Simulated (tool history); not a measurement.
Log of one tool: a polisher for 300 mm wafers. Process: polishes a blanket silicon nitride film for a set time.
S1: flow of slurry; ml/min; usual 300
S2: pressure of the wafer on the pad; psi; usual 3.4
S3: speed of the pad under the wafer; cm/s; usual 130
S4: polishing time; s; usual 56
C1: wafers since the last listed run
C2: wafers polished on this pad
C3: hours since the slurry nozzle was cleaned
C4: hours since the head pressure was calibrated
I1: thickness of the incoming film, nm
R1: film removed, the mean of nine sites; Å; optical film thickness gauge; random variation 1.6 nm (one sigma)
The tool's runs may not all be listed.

Run 1, hour 0.0: usual settings; C1 0; C2 494; C3 125.9; C4 1244.5; I1 384.2. Result: R1 1078 Å.
Run 2, hour 6.4: usual settings; C1 46; C2 541; C3 132.3; C4 1250.9; I1 380.7. Result: R1 1098 Å.
Run 3, hour 20.4: usual settings; C1 102; C2 644; C3 146.3; C4 1264.9; I1 379.3. Result: R1 1070 Å.
Run 4, hour 38.6: usual settings; C1 133; C2 777; C3 164.5; C4 1283.1; I1 378.9. Result: R1 1073 Å.
Run 5, hour 52.4: usual settings; C1 101; C2 878; C3 178.3; C4 1296.9; I1 382.5. Result: R1 1060 Å.
Run 6, hour 59.3: usual settings but S2 4.2 psi; C1 50; C2 929; C3 185.2; C4 1303.8; I1 377.8. Result: R1 1247 Å.
Run 7, hour 68.3: usual settings; C1 65; C2 995; C3 194.2; C4 1312.8; I1 374.0. Result: R1 1032 Å.
At hour 74.4: worn pad replaced by a new one.
Run 8, hour 82.9: usual settings; C1 77; C2 62; C3 208.8; C4 1327.4; I1 378.1. Result: R1 1157 Å.
At hour 96.0: head pressure recalibrated.
Run 9, hour 97.3: usual settings but S3 114 cm/s; C1 90; C2 153; C3 223.2; C4 1.3; I1 373.6. Result: R1 1070 Å.
Run 10, hour 113.2: usual settings but S2 3.0 psi; C1 116; C2 269; C3 239.1; C4 17.2; I1 380.1. Result: R1 1031 Å.
Run 11, hour 129.1: usual settings but S2 3.0 psi; C1 116; C2 386; C3 255.0; C4 33.1; I1 376.1. Result: R1 979 Å.
Run 12, hour 138.4: usual settings but S1 275 ml/min, S4 49 s; C1 68; C2 454; C3 264.3; C4 42.4; I1 384.5. Result: R1 936 Å.
Run 13, hour 148.9: usual settings but S1 275 ml/min, S4 49 s; C1 76; C2 531; C3 274.8; C4 52.9; I1 377.5. Result: R1 951 Å.
Run 14, hour 155.9: usual settings but S3 106 cm/s; C1 51; C2 583; C3 281.8; C4 59.9; I1 384.0. Result: R1 976 Å.
Run 15, hour 164.5: usual settings; C1 63; C2 646; C3 290.4; C4 68.5; I1 380.5. Result: R1 1094 Å.
Run 16, hour 173.6: usual settings but S4 39 s; C1 66; C2 712; C3 299.5; C4 77.6; I1 381.8. Result: R1 767 Å.
Run 17, hour 187.9: usual settings but S3 164 cm/s, S4 65 s; C1 104; C2 817; C3 313.8; C4 91.9; I1 379.8. Result: R1 1430 Å.
Run 18, hour 199.7: usual settings but S3 170 cm/s, S4 51 s; C1 86; C2 904; C3 325.6; C4 103.7; I1 376.6. Result: R1 1133 Å.
Run 19, hour 209.7: usual settings; C1 73; C2 977; C3 335.6; C4 113.7; I1 374.4. Result: R1 1053 Å.
Run 20, hour 216.2: usual settings; C1 47; C2 1025; C3 342.1; C4 120.2; I1 380.7. Result: R1 1034 Å.
At hour 227.1: worn pad replaced by a new one.
Run 21, hour 227.6: usual settings but S3 90 cm/s; C1 54; C2 3; C3 353.5; C4 131.6; I1 374.3. Result: R1 904 Å.
At hour 240.4: slurry nozzle cleaned.
Run 22, hour 242.5: usual settings but S1 335 ml/min, S2 3.8 psi, S3 148 cm/s, S4 39 s; C1 101; C2 105; C3 2.1; C4 146.5; I1 381.0. Result: R1 991 Å.
Run 23, hour 256.9: usual settings; C1 105; C2 210; C3 16.5; C4 160.9; I1 381.8. Result: R1 1134 Å.

Run 24 comes next. What will it give?
Run 24, hour 268.4: usual settings but S1 240 ml/min; C1 84; C2 295; C3 28.0; C4 172.4; I1 382.1. Result: R1 ?.

Run 24 gave R1 1098 Å.
Without the tool's hidden state the same run would have given R1 1142 Å.
